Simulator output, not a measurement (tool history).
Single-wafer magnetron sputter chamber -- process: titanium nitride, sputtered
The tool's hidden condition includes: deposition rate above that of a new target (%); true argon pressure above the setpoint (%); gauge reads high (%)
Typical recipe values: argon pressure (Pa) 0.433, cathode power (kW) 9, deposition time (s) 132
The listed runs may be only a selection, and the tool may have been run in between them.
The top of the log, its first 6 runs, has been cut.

run	day	argon pressure (Pa)	cathode power (kW)	deposition time (s)	wafers since the last listed run	wafers on the sputter target	hours since the last manometer calibration	hours since the magnet pack was replaced	hours since the gauge calibration	read-back reference wafer on the same gauge, thickness_nm	mean film thickness on the monitor wafer (nm)
7	6.425	0.433	9	132	247	977	1303.6	5799.7	189	220.328	213.274
8	7.908	0.433	9	132	531	1509	1339.2	5835.3	224.6	219.991	214.614
9	8.508	0.433	9.6	132	214	1724	1353.6	5849.7	239	220.018	223.359
10	9.688	0.433	9.6	132	422	2146	1381.9	5878	267.3	220.248	224.151
# day 10.967: capacitance manometer re-zeroed and calibrated
11	10.988	0.433	9.6	132	346	2493	0.5	5909.2	298.5	219.76	220.199
12	11.842	0.534	9	132	306	2799	21	5929.7	319	219.872	202.039
# day 12.958: sputter target and shields replaced
13	13.183	0.534	9	132	361	81	53.2	5961.9	351.2	219.906	208.808
14	15.196	0.534	9	132	721	802	101.5	6010.2	399.5	220.059	207.786
15	16.388	0.433	9	132	426	1229	130.1	6038.8	428.1	219.876	214.804
16	17.479	0.433	9	132	391	1620	156.3	6065	454.3	219.85	214.124
# day 18.379: gauge calibrated
17	18.512	0.601	9.95	110	370	1990	181.1	6089.8	3.2	219.95	178.374
18	19.708	0.433	6.8	120	428	2418	209.8	6118.5	31.9	219.951	160.325
# day 20.712: sputter target and shields replaced
19	20.954	0.587	8.15	155	326	86	239.7	6148.4	61.8	220.05	227.478
20	21.479	0.433	9	132	188	274	252.3	6161	74.4	220.106	217.125
21	22.112	0.299	7.4	146	226	501	267.5	6176.2	89.6	219.809	222.849
# day 22.554: magnet pack replaced, of another model than before
22	23.208	0.433	11.05	124	273	774	293.8	15.7	115.9	220.092	236.001
23	23.712	0.433	9	132	180	955	305.9	27.8	128	219.9	216.846
24	24.342	0.433	9	132	225	1180	321	42.9	143.1	219.841	214.417
25	25.55	0.433	9	132	432	1613	350	71.9	172.1	219.903	213.728
26	26.162	0.361	10.45	155	219	1833	364.7	86.6	186.8	220.062	287.02
27	27.221	0.433	9	132	379	2212	390.1	112	212.2	219.661	211.004
# day 28.012: sputter target and shields replaced
28	28.108	0.433	7.65	106	198	34	411.4	133.3	233.5	219.937	156.477
29	29.175	0.372	9	132	382	416	437	158.9	259.1	220.042	221.384
30	30.108	0.549	10.35	132	334	750	459.4	181.3	281.5	220.116	225.313
31	30.738	0.433	10.85	152	225	976	474.5	196.4	296.6	219.934	284.755

Run 32 is up next; what results do you expect?
32	31.646	0.546	9	139	325	1301	496.3	218.2	318.4	?	?

Run 32 came out at read-back reference wafer on the same gauge, thickness_nm 220.061, mean film thickness on the monitor wafer (nm) 212.526.
With the hidden condition absent and the run-to-run variation left alone, this run would have shown mean film thickness on the monitor wafer (nm) 216.657.
